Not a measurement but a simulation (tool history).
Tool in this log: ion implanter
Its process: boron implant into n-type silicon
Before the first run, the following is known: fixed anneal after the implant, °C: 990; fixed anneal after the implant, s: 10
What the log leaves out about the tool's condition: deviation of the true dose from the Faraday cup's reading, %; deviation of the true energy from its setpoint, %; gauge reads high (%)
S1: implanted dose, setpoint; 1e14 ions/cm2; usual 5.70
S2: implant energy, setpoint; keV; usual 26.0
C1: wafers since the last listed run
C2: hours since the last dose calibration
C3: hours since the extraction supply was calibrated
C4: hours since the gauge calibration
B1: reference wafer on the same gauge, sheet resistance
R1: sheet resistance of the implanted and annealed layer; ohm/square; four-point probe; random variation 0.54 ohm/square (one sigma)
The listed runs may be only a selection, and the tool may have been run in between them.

{"run": 1, "hour": 0.0, "S1": 5.7, "S2": 26.0, "C1": 0, "C2": 1119.6, "C3": 5870.4, "C4": 276.2, "B1": 252.09, "R1": 228.06}
{"run": 2, "hour": 20.2, "S1": 5.7, "S2": 26.0, "C1": 499, "C2": 1139.8, "C3": 5890.6, "C4": 296.4, "B1": 251.85, "R1": 227.2}
{"run": 3, "hour": 51.7, "S1": 5.7, "S2": 29.0, "C1": 779, "C2": 1171.3, "C3": 5922.1, "C4": 327.9, "B1": 251.99, "R1": 224.63}
{"run": 4, "hour": 77.2, "S1": 5.7, "S2": 29.0, "C1": 630, "C2": 1196.8, "C3": 5947.6, "C4": 353.4, "B1": 251.93, "R1": 226.63}
{"run": 5, "hour": 110.4, "S1": 5.7, "S2": 26.0, "C1": 821, "C2": 1230.0, "C3": 5980.8, "C4": 386.6, "B1": 251.72, "R1": 228.06}
{"run": 6, "hour": 170.0, "S1": 5.7, "S2": 26.0, "C1": 1474, "C2": 1289.6, "C3": 6040.4, "C4": 446.2, "B1": 251.81, "R1": 227.11}
{"run": 7, "hour": 198.9, "S1": 5.7, "S2": 26.0, "C1": 714, "C2": 1318.5, "C3": 6069.3, "C4": 475.1, "B1": 252.19, "R1": 227.49}
{"run": 8, "hour": 223.2, "S1": 5.7, "S2": 26.0, "C1": 600, "C2": 1342.8, "C3": 6093.6, "C4": 499.4, "B1": 252.31, "R1": 227.54}
{"run": 9, "hour": 257.1, "S1": 4.8, "S2": 26.0, "C1": 838, "C2": 1376.7, "C3": 6127.5, "C4": 533.3, "B1": 251.84, "R1": 260.94}
{"run": 10, "hour": 278.1, "S1": 6.36, "S2": 26.0, "C1": 519, "C2": 1397.7, "C3": 6148.5, "C4": 554.3, "B1": 251.85, "R1": 208.19}
{"hour": 327.0, "done": "gauge calibrated"}
{"hour": 355.7, "done": "Faraday cup replaced and dose calibrated"}
{"run": 11, "hour": 381.4, "S1": 5.7, "S2": 26.0, "C1": 2356, "C2": 25.7, "C3": 6251.8, "C4": 54.4, "B1": 251.88, "R1": 232.93}
{"hour": 408.3, "done": "extraction supply calibrated"}
{"run": 12, "hour": 414.7, "S1": 4.2, "S2": 17.0, "C1": 625, "C2": 59.0, "C3": 6.4, "C4": 87.7, "B1": 251.74, "R1": 304.6}
{"hour": 464.8, "done": "Faraday cup replaced and dose calibrated, repeated, since the last time left the tool worse"}
{"run": 13, "hour": 465.3, "S1": 4.96, "S2": 32.5, "C1": 1053, "C2": 0.5, "C3": 57.0, "C4": 138.3, "B1": 252.29, "R1": 241.95}
{"run": 14, "hour": 484.7, "S1": 5.7, "S2": 18.0, "C1": 479, "C2": 19.9, "C3": 76.4, "C4": 157.7, "B1": 251.75, "R1": 226.27}
{"run": 15, "hour": 508.4, "S1": 5.24, "S2": 33.5, "C1": 586, "C2": 43.6, "C3": 100.1, "C4": 181.4, "B1": 251.88, "R1": 231.99}
{"run": 16, "hour": 539.4, "S1": 6.54, "S2": 29.5, "C1": 766, "C2": 74.6, "C3": 131.1, "C4": 212.4, "B1": 252.21, "R1": 195.78}
{"run": 17, "hour": 574.7, "S1": 6.54, "S2": 29.5, "C1": 873, "C2": 109.9, "C3": 166.4, "C4": 247.7, "B1": 251.96, "R1": 196.05}
{"run": 18, "hour": 594.8, "S1": 4.96, "S2": 32.5, "C1": 497, "C2": 130.0, "C3": 186.5, "C4": 267.8, "B1": 252.29, "R1": 244.1}

5 options for the next run, each taken on its own from the tool as it stands now. Forecast them:
{"run": "A", "hour": 595.2, "S1": 5.7, "S2": 19.0, "C1": 9, "C2": 130.4, "C3": 186.9, "C4": 268.2, "B1": "?", "R1": "?"}
{"run": "B", "hour": 595.2, "S1": 6.27, "S2": 26.0, "C1": 9, "C2": 130.4, "C3": 186.9, "C4": 268.2, "B1": "?", "R1": "?"}
{"run": "C", "hour": 595.2, "S1": 7.41, "S2": 34.0, "C1": 9, "C2": 130.4, "C3": 186.9, "C4": 268.2, "B1": "?", "R1": "?"}
{"run": "D", "hour": 595.2, "S1": 5.25, "S2": 34.5, "C1": 9, "C2": 130.4, "C3": 186.9, "C4": 268.2, "B1": "?", "R1": "?"}
{"run": "E", "hour": 595.2, "S1": 4.98, "S2": 33.5, "C1": 9, "C2": 130.4, "C3": 186.9, "C4": 268.2, "B1": "?", "R1": "?"}

run=A B1=251.68 R1=226.27
run=B B1=251.68 R1=205.15
run=C B1=251.68 R1=175.95
run=D B1=251.68 R1=232.58
run=E B1=251.68 R1=242.98
With no hidden state in the tool, these same runs would have given:
run=A R1=225.44
run=B R1=204.39
run=C R1=175.29
run=D R1=231.75
run=E R1=242.11
